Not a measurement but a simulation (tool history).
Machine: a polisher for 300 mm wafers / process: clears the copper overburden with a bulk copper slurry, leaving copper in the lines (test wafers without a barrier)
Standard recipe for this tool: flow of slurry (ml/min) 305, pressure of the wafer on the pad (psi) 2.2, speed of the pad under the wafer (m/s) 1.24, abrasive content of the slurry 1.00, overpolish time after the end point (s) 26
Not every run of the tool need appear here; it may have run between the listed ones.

| run | day | flow of slurry (ml/min) | pressure of the wafer on the pad (psi) | speed of the pad under the wafer (m/s) | abrasive content of the slurry | overpolish time after the end point (s) | incoming thickness of the incoming film, nm | time until the end point was called (s) | dishing of a wide line in a test structure (Å) |
|---|---|---|---|---|---|---|---|---|---|
| 1 | 0.000 | 225 | 2.2 | 1.24 | 1.00 | 26 | 888.1 | 135.4 | 896 |
|  | 0.104 | slurry blender recalibrated |
| 2 | 1.396 | 305 | 2.2 | 1.24 | 1.00 | 26 | 886.7 | 126.7 | 902 |
| 3 | 3.642 | 305 | 2.2 | 1.24 | 1.00 | 26 | 906.1 | 137.1 | 921 |
|  | 5.450 | worn pad replaced by a new one |
| 4 | 6.392 | 305 | 2.2 | 1.24 | 1.00 | 26 | 907.9 | 135.3 | 930 |
| 5 | 8.417 | 305 | 2.2 | 1.24 | 1.00 | 26 | 897.7 | 134.7 | 868 |
| 6 | 11.038 | 305 | 2.2 | 1.24 | 1.00 | 22 | 901.5 | 135.1 | 849 |
| 7 | 12.467 | 305 | 2.2 | 1.24 | 1.00 | 22 | 908.2 | 136.4 | 835 |
|  | 14.138 | head pressure recalibrated |
|  | 15.379 | slurry blender recalibrated |
| 8 | 15.400 | 305 | 2.2 | 1.24 | 1.00 | 22 | 911.5 | 126.3 | 889 |
|  | 15.692 | slurry nozzle cleaned |
| 9 | 17.821 | 305 | 2.2 | 1.24 | 1.00 | 26 | 912.1 | 128.8 | 984 |
| 10 | 19.258 | 305 | 2.2 | 1.24 | 1.00 | 26 | 908.6 | 123.5 | 954 |
|  | 21.171 | worn pad replaced by a new one |
| 11 | 21.954 | 305 | 1.8 | 1.24 | 1.00 | 26 | 883.0 | 137.7 | 883 |
| 12 | 24.979 | 305 | 1.8 | 1.24 | 1.00 | 26 | 900.4 | 144.9 | 894 |
| 13 | 26.838 | 305 | 2.2 | 1.24 | 1.00 | 26 | 897.1 | 126.3 | 941 |
| 14 | 29.379 | 380 | 2.2 | 1.24 | 1.00 | 30 | 884.1 | 123.6 | 1075 |
|  | 30.046 | slurry nozzle cleaned |
|  | 31.567 | slurry blender recalibrated |
| 15 | 31.854 | 260 | 2.2 | 1.24 | 1.00 | 26 | 893.8 | 126.6 | 924 |
| 16 | 32.900 | 305 | 2.9 | 1.24 | 1.15 | 26 | 885.9 | 103.0 | 1104 |
|  | 34.217 | worn pad replaced by a new one |
| 17 | 35.642 | 305 | 2.2 | 1.24 | 1.10 | 10 | 890.6 | 125.2 | 493 |
| 18 | 38.338 | 395 | 2.9 | 1.24 | 1.20 | 14 | 906.7 | 99.7 | 764 |
| 19 | 40.704 | 305 | 2.2 | 1.24 | 1.25 | 26 | 904.9 | 128.6 | 972 |
| 20 | 42.467 | 305 | 2.2 | 1.58 | 0.80 | 26 | 890.1 | 111.7 | 979 |
| 21 | 43.742 | 305 | 1.5 | 1.24 | 1.00 | 26 | 895.1 | 156.2 | 799 |
|  | 45.767 | slurry nozzle cleaned |
| 22 | 46.225 | 305 | 2.2 | 1.24 | 1.00 | 26 | 914.0 | 132.4 | 985 |
| 23 | 48.412 | 305 | 2.2 | 0.82 | 1.00 | 26 | 910.7 | 167.7 | 844 |
|  | 48.746 | slurry blender recalibrated |
|  | 49.154 | worn pad replaced by a new one |
| 24 | 49.646 | 305 | 2.2 | 1.36 | 1.00 | 15 | 887.8 | 119.2 | 687 |
| 25 | 51.129 | 305 | 1.7 | 1.24 | 0.70 | 26 | 884.3 | 158.0 | 805 |
| 26 | 52.979 | 305 | 2.0 | 1.24 | 1.00 | 26 | 905.7 | 143.5 | 913 |
| 27 | 55.850 | 305 | 2.2 | 1.54 | 1.00 | 26 | 900.1 | 113.7 | 940 |
|  | 59.171 | slurry nozzle cleaned |
| 28 | 59.558 | 305 | 2.2 | 1.24 | 1.00 | 26 | 896.9 | 131.1 | 904 |

Below are 4 alternative next runs, each starting from the tool's condition after run 28. Predict each:
| A | 59.579 | 305 | 2.2 | 1.24 | 1.00 | 26 | 913.4 | ? | ? |
| B | 59.579 | 270 | 1.8 | 1.52 | 0.85 | 26 | 913.4 | ? | ? |
| C | 59.579 | 305 | 2.9 | 1.24 | 1.00 | 26 | 913.4 | ? | ? |
| D | 59.579 | 305 | 2.2 | 1.58 | 1.00 | 26 | 913.4 | ? | ? |

| run | time until the end point was called (s) | dishing of a wide line in a test structure (Å) |
|---|---|---|
| A | 132.9 | 905 |
| B | 136.5 | 873 |
| C | 110.1 | 1029 |
| D | 114.1 | 978 |
What these runs would have given with no unlogged condition in the tool:
| run | time until the end point was called (s) | dishing of a wide line in a test structure (Å) |
|---|---|---|
| A | 125.8 | 941 |
| B | 129.2 | 908 |
| C | 104.3 | 1066 |
| D | 108.0 | 1014 |
